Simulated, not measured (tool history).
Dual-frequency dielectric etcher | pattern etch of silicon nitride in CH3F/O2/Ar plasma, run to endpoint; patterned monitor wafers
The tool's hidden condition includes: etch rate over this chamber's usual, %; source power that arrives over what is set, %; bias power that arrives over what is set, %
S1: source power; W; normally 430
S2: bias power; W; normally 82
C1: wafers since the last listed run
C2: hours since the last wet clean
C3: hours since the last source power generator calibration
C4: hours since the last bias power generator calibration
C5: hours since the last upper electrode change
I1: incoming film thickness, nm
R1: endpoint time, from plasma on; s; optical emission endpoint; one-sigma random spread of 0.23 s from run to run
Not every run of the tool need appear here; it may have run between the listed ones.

run,hour,S1,S2,C1,C2,C3,C4,C5,I1,R1
1,0,430,82,0,116.6,3503.4,4127.9,2272.5,20.65,29.3
2,68.7,430,82,735,185.3,3572.1,4196.6,2341.2,20.91,30
3,130,430,82,656,246.6,3633.4,4257.9,2402.5,21.1,30.2
4,167.4,430,66,400,284,3670.8,4295.3,2439.9,21.02,33.1
5,222.4,430,66,588,339,3725.8,4350.3,2494.9,21,33.5
# hour 270.8: wet clean of the chamber
6,271.3,430,66,266,0.5,3774.7,4399.2,2543.8,20.89,32.1
7,282.9,400,89,124,12.1,3786.3,4410.8,2555.4,21.13,29.2
8,347.7,430,82,693,76.9,3851.1,4475.6,2620.2,20.94,29.7
9,388.2,430,82,433,117.4,3891.6,4516.1,2660.7,20.88,29.8
10,425.1,470,82,394,154.3,3928.5,4553,2697.6,21.03,29.7
11,469.8,500,82,478,199,3973.2,4597.7,2742.3,21.06,29.1
12,502.8,500,82,353,232,4006.2,4630.7,2775.3,20.83,29.2
# hour 559.4: upper electrode replaced, of another model than before
# hour 563.2: source power generator calibrated
13,563.7,500,82,354,292.9,0.5,4691.6,4.3,21.27,30.3
14,619.5,430,86,597,348.7,56.3,4747.4,60.1,20.9,29.7
15,688.8,430,82,741,418,125.6,4816.7,129.4,20.95,31.2
# hour 724.8: wet clean of the chamber
16,725.3,430,73,133,0.5,162.1,4853.2,165.9,20.92,31.7
17,748.8,430,82,251,24,185.6,4876.7,189.4,20.86,28.9
18,790.8,470,88,449,66,227.6,4918.7,231.4,21.01,27.8
19,844.1,350,100,570,119.3,280.9,4972,284.7,20.94,27.4
# hour 869.8: bias power generator calibrated
20,1057.6,500,93,2242,332.8,494.4,187.8,498.2,21.02,27.9
# hour 1180: wet clean of the chamber
21,1264.3,430,82,1955,84.3,701.1,394.5,704.9,21.05,30.2
22,1330,470,92,703,150,766.8,460.2,770.6,21,27.8
23,1368.8,430,69,415,188.8,805.6,499,809.4,21.09,33.8
24,1420.3,430,88,551,240.3,857.1,550.5,860.9,21.12,29.3
25,1471.8,510,77,551,291.8,908.6,602,912.4,20.97,30.6
26,1499.4,430,82,295,319.4,936.2,629.6,940,20.94,30.4
# hour 1554.7: wet clean of the chamber
27,1558.8,430,82,378,4.1,995.6,689,999.4,21.2,29.9
28,1606.3,390,82,508,51.6,1043.1,736.5,1046.9,20.95,30.3
29,1677.5,430,77,762,122.8,1114.3,807.7,1118.1,21.34,31.7
30,1715.4,430,82,405,160.7,1152.2,845.6,1156,20.89,30.1
31,1748.7,540,62,356,194,1185.5,878.9,1189.3,21.03,35
32,1804.2,490,62,593,249.5,1241,934.4,1244.8,21,35.9
33,1840.3,430,82,386,285.6,1277.1,970.5,1280.9,21.17,30.9
34,1890.9,430,82,541,336.2,1327.7,1021.1,1331.5,20.7,30.4

5 ways to go on from here, each from the tool as it stands after run 34. What would each give?
A,1891.3,370,82,4,336.6,1328.1,1021.5,1331.9,20.79,?
B,1891.3,490,82,4,336.6,1328.1,1021.5,1331.9,20.79,?
C,1891.3,390,93,4,336.6,1328.1,1021.5,1331.9,20.79,?
D,1891.3,480,99,4,336.6,1328.1,1021.5,1331.9,20.79,?
E,1891.3,320,90,4,336.6,1328.1,1021.5,1331.9,20.79,?

run,R1
A,31.3
B,29.9
C,28.8
D,26.9
E,30.2
With no hidden state in the tool, these same runs would have given:
run,R1
A,29.9
B,28.6
C,27.5
D,25.7
E,28.9
